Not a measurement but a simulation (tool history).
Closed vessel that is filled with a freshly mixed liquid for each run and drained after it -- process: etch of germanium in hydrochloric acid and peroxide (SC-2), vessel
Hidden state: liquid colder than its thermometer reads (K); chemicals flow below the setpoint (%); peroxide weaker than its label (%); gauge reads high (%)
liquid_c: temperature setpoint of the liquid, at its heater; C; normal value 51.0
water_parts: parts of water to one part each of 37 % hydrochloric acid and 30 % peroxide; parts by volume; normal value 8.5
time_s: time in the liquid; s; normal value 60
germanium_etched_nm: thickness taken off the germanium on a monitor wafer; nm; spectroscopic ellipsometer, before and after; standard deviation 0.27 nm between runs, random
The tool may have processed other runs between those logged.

| run | day | liquid_c | water_parts | time_s | wafers since the last listed run | hours since the thermometer was replaced | hours since the chemicals flow meter was replaced | hours since the drum of peroxide was connected | hours since the gauge calibration | read-back film thickness of the germanium reference wafer, read on the same gauge (nm) | germanium_etched_nm |
|---|---|---|---|---|---|---|---|---|---|---|---|
| 1 | 0.000 | 53.5 | 7.5 | 60 | 0 | 2117.2 | 1630.3 | 811.3 | 269.1 | 100.00 | 138.84 |
| 2 | 1.850 | 44.5 | 5.5 | 60 | 3276 | 2161.6 | 1674.7 | 855.7 | 313.5 | 100.04 | 105.00 |
| 3 | 2.375 | 51.0 | 10.5 | 60 | 929 | 2174.2 | 1687.3 | 868.3 | 326.1 | 100.01 | 125.20 |
| 4 | 3.692 | 51.0 | 10.5 | 60 | 2331 | 2205.8 | 1718.9 | 899.9 | 357.7 | 99.98 | 124.78 |
| 5 | 4.204 | 51.0 | 8.5 | 60 | 907 | 2218.1 | 1731.2 | 912.2 | 370.0 | 100.00 | 126.72 |
| 6 | 4.838 | 51.0 | 8.5 | 60 | 1121 | 2233.3 | 1746.4 | 927.4 | 385.2 | 100.00 | 126.90 |
| 7 | 5.971 | 51.0 | 8.5 | 60 | 2007 | 2260.5 | 1773.6 | 954.6 | 412.4 | 100.01 | 126.79 |
| 8 | 7.212 | 51.0 | 8.5 | 60 | 2198 | 2290.3 | 1803.4 | 984.4 | 442.2 | 100.01 | 126.86 |
| 9 | 7.750 | 51.0 | 8.5 | 60 | 951 | 2303.2 | 1816.3 | 997.3 | 455.1 | 99.97 | 127.08 |
| 10 | 9.121 | 51.0 | 10.0 | 60 | 2427 | 2336.1 | 1849.2 | 1030.2 | 488.0 | 99.98 | 124.70 |
| 11 | 10.312 | 51.0 | 10.0 | 60 | 2110 | 2364.7 | 1877.8 | 1058.8 | 516.6 | 100.01 | 125.06 |
|  | 10.979 | gauge calibrated |
| 12 | 11.354 | 51.0 | 8.5 | 60 | 1844 | 2389.7 | 1902.8 | 1083.8 | 9.0 | 100.00 | 126.66 |
| 13 | 12.129 | 51.0 | 8.5 | 60 | 1372 | 2408.3 | 1921.4 | 1102.4 | 27.6 | 100.01 | 126.42 |
|  | 12.175 | new drum of peroxide connected |
| 14 | 13.221 | 51.0 | 8.5 | 60 | 1859 | 2434.5 | 1947.6 | 25.1 | 53.8 | 99.98 | 127.07 |
| 15 | 14.171 | 51.0 | 8.5 | 60 | 1682 | 2457.3 | 1970.4 | 47.9 | 76.6 | 99.98 | 126.14 |
| 16 | 15.604 | 51.0 | 8.5 | 60 | 2538 | 2491.7 | 2004.8 | 82.3 | 111.0 | 100.02 | 126.37 |
|  | 15.908 | chemicals flow meter replaced |
| 17 | 16.762 | 59.5 | 12.0 | 90 | 1977 | 2519.5 | 20.5 | 110.1 | 138.8 | 99.99 | 237.37 |

Run 18, settings as shown, results not yet in. Your forecast:
| 18 | 17.950 | 55.5 | 7.5 | 75 | 2103 | 2548.0 | 49.0 | 138.6 | 167.3 | ? | ? |

{"run 18": {"read-back film thickness of the germanium reference wafer, read on the same gauge (nm)": 99.98, "germanium_etched_nm": 183.48}}
Take away the tool's hidden state, keep the run-to-run variation as it was, and the same run would have given germanium_etched_nm 194.02 nm.

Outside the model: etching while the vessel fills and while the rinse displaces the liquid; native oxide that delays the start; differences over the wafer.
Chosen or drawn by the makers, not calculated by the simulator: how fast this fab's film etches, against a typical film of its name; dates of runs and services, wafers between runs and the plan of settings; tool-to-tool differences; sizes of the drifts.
